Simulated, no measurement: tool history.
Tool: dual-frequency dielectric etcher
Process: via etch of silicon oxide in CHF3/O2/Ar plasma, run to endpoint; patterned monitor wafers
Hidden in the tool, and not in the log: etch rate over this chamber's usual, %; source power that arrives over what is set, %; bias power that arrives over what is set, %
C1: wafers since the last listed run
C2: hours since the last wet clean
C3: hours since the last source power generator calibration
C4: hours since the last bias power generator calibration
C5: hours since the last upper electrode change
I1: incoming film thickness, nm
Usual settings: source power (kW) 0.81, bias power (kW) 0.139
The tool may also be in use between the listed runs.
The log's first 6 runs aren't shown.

Run 7, hour 195.4: usual settings but source power (kW) 0.86; C1 343; C2 65.1; C3 1969.9; C4 1356.7; C5 1824.7; I1 612.9. Result: endpoint time (s) 276.2.
Run 8, hour 231: usual settings but source power (kW) 0.86; C1 189; C2 100.7; C3 2005.5; C4 1392.3; C5 1860.3; I1 616. Result: endpoint time (s) 279.4.
Run 9, hour 251.5: usual settings; C1 109; C2 121.2; C3 2026; C4 1412.8; C5 1880.8; I1 615.6. Result: endpoint time (s) 283.6.
Run 10, hour 275: usual settings; C1 124; C2 144.7; C3 2049.5; C4 1436.3; C5 1904.3; I1 614. Result: endpoint time (s) 284.2.
Run 11, hour 289.9: usual settings but source power (kW) 0.72, bias power (kW) 0.165; C1 79; C2 159.6; C3 2064.4; C4 1451.2; C5 1919.2; I1 618.8. Result: endpoint time (s) 281.8.
Run 12, hour 322.6: usual settings but source power (kW) 0.72, bias power (kW) 0.165; C1 173; C2 192.3; C3 2097.1; C4 1483.9; C5 1951.9; I1 622.1. Result: endpoint time (s) 285.
Run 13, hour 353.3: usual settings but source power (kW) 0.72, bias power (kW) 0.165; C1 163; C2 223; C3 2127.8; C4 1514.6; C5 1982.6; I1 613.6. Result: endpoint time (s) 280.9.
Run 14, hour 368.9: usual settings; C1 82; C2 238.6; C3 2143.4; C4 1530.2; C5 1998.2; I1 611.4. Result: endpoint time (s) 283.7.
Run 15, hour 386.7: usual settings; C1 94; C2 256.4; C3 2161.2; C4 1548; C5 2016; I1 616.2. Result: endpoint time (s) 287.1.
Run 16, hour 418.9: usual settings but source power (kW) 0.61, bias power (kW) 0.12; C1 171; C2 288.6; C3 2193.4; C4 1580.2; C5 2048.2; I1 610.1. Result: endpoint time (s) 315.9.
Run 17, hour 517.8: usual settings; C1 526; C2 387.5; C3 2292.3; C4 1679.1; C5 2147.1; I1 613. Result: endpoint time (s) 286.8.
Run 18, hour 538: usual settings but source power (kW) 0.89, bias power (kW) 0.17; C1 107; C2 407.7; C3 2312.5; C4 1699.3; C5 2167.3; I1 617.7. Result: endpoint time (s) 269.6.

Forecast run 19:
Run 19, hour 572.5: usual settings but source power (kW) 0.61; C1 183; C2 442.2; C3 2347; C4 1733.8; C5 2201.8; I1 610.8. Result: endpoint time (s) ?.

Run 19 gave endpoint time (s) 308.2.
Without the tool's hidden state the same run would have given endpoint time (s) 297.9.
